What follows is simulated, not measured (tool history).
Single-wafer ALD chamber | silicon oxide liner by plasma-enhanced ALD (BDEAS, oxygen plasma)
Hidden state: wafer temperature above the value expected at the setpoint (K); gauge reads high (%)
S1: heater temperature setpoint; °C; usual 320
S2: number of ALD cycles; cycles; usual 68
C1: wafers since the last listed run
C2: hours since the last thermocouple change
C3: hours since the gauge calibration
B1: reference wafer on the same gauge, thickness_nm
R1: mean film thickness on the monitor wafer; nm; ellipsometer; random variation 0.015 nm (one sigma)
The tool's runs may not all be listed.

Run 1, hour 0.0: usual settings; C1 0; C2 2113.9; C3 247.1; B1 6.387. Result: R1 6.060 nm.
Run 2, hour 21.8: usual settings; C1 133; C2 2135.7; C3 268.9; B1 6.388. Result: R1 6.039 nm.
Run 3, hour 34.4: usual settings; C1 77; C2 2148.3; C3 281.5; B1 6.385. Result: R1 6.051 nm.
Run 4, hour 59.7: usual settings; C1 154; C2 2173.6; C3 306.8; B1 6.381. Result: R1 6.077 nm.
Run 5, hour 76.3: usual settings; C1 101; C2 2190.2; C3 323.4; B1 6.373. Result: R1 6.051 nm.
Run 6, hour 100.6: usual settings; C1 148; C2 2214.5; C3 347.7; B1 6.373. Result: R1 6.059 nm.
Run 7, hour 132.9: usual settings; C1 197; C2 2246.8; C3 380.0; B1 6.363. Result: R1 6.024 nm.
Run 8, hour 153.0: usual settings but S1 332 °C, S2 64 cycles; C1 123; C2 2266.9; C3 400.1; B1 6.361. Result: R1 5.617 nm.
Run 9, hour 180.5: usual settings but S1 332 °C, S2 64 cycles; C1 168; C2 2294.4; C3 427.6; B1 6.360. Result: R1 5.622 nm.
Run 10, hour 210.3: usual settings but S1 332 °C, S2 64 cycles; C1 182; C2 2324.2; C3 457.4; B1 6.354. Result: R1 5.610 nm.
At hour 232.4: gauge calibrated.
Run 11, hour 246.4: usual settings but S1 326 °C; C1 221; C2 2360.3; C3 14.0; B1 6.406. Result: R1 6.047 nm.
Run 12, hour 276.4: usual settings but S1 326 °C; C1 183; C2 2390.3; C3 44.0; B1 6.400. Result: R1 6.026 nm.
Run 13, hour 289.8: usual settings but S1 326 °C; C1 82; C2 2403.7; C3 57.4; B1 6.396. Result: R1 6.045 nm.
At hour 303.3: thermocouple changed; heater temperature recalibrated.
Run 14, hour 323.2: usual settings; C1 155; C2 19.9; C3 90.8; B1 6.396. Result: R1 6.063 nm.
Run 15, hour 340.0: usual settings but S1 308 °C, S2 59 cycles; C1 102; C2 36.7; C3 107.6; B1 6.388. Result: R1 5.345 nm.
Run 16, hour 366.0: usual settings but S2 55 cycles; C1 159; C2 62.7; C3 133.6; B1 6.383. Result: R1 4.898 nm.
Run 17, hour 388.1: usual settings but S1 315 °C, S2 58 cycles; C1 135; C2 84.8; C3 155.7; B1 6.380. Result: R1 5.200 nm.
Run 18, hour 401.6: usual settings but S1 330 °C, S2 64 cycles; C1 82; C2 98.3; C3 169.2; B1 6.381. Result: R1 5.645 nm.
Run 19, hour 508.1: usual settings; C1 652; C2 204.8; C3 275.7; B1 6.365. Result: R1 6.030 nm.
Run 20, hour 522.3: usual settings but S1 314 °C, S2 60 cycles; C1 86; C2 219.0; C3 289.9; B1 6.357. Result: R1 5.363 nm.
Run 21, hour 540.4: usual settings but S1 309 °C, S2 61 cycles; C1 110; C2 237.1; C3 308.0; B1 6.359. Result: R1 5.496 nm.
Run 22, hour 567.7: usual settings but S1 329 °C, S2 61 cycles; C1 167; C2 264.4; C3 335.3; B1 6.354. Result: R1 5.342 nm.
Run 23, hour 582.8: usual settings but S1 310 °C, S2 76 cycles; C1 92; C2 279.5; C3 350.4; B1 6.355. Result: R1 6.815 nm.
Run 24, hour 596.6: usual settings; C1 84; C2 293.3; C3 364.2; B1 6.349. Result: R1 6.037 nm.
Run 25, hour 627.0: usual settings but S1 331 °C, S2 58 cycles; C1 186; C2 323.7; C3 394.6; B1 6.345. Result: R1 5.068 nm.
Run 26, hour 642.9: usual settings but S1 325 °C, S2 64 cycles; C1 97; C2 339.6; C3 410.5; B1 6.340. Result: R1 5.628 nm.
Run 27, hour 676.9: usual settings but S1 309 °C, S2 64 cycles; C1 208; C2 373.6; C3 444.5; B1 6.338. Result: R1 5.746 nm.
Run 28, hour 708.0: usual settings; C1 190; C2 404.7; C3 475.6; B1 6.331. Result: R1 5.998 nm.
Run 29, hour 725.2: usual settings; C1 105; C2 421.9; C3 492.8; B1 6.325. Result: R1 6.004 nm.

What the log doesn't show, run by run:
wafer temperature above the value expected at the setpoint (K): 0 in every run
H1: gauge reads high (%)
run      H1
  1  -0.478
  2  -0.534
  3  -0.567
  4  -0.632
  5  -0.675
  6  -0.737
  7  -0.821
  8  -0.872
  9  -0.943
 10   -1.02
 11  -0.221
 12  -0.298
 13  -0.333
 14  -0.419
 15  -0.462
 16  -0.529
 17  -0.586
 18  -0.621
 19  -0.896
 20  -0.932
 21  -0.979
 22   -1.05
 23   -1.09
 24   -1.12
 25    -1.2
 26   -1.24
 27   -1.33
 28   -1.41
 29   -1.46

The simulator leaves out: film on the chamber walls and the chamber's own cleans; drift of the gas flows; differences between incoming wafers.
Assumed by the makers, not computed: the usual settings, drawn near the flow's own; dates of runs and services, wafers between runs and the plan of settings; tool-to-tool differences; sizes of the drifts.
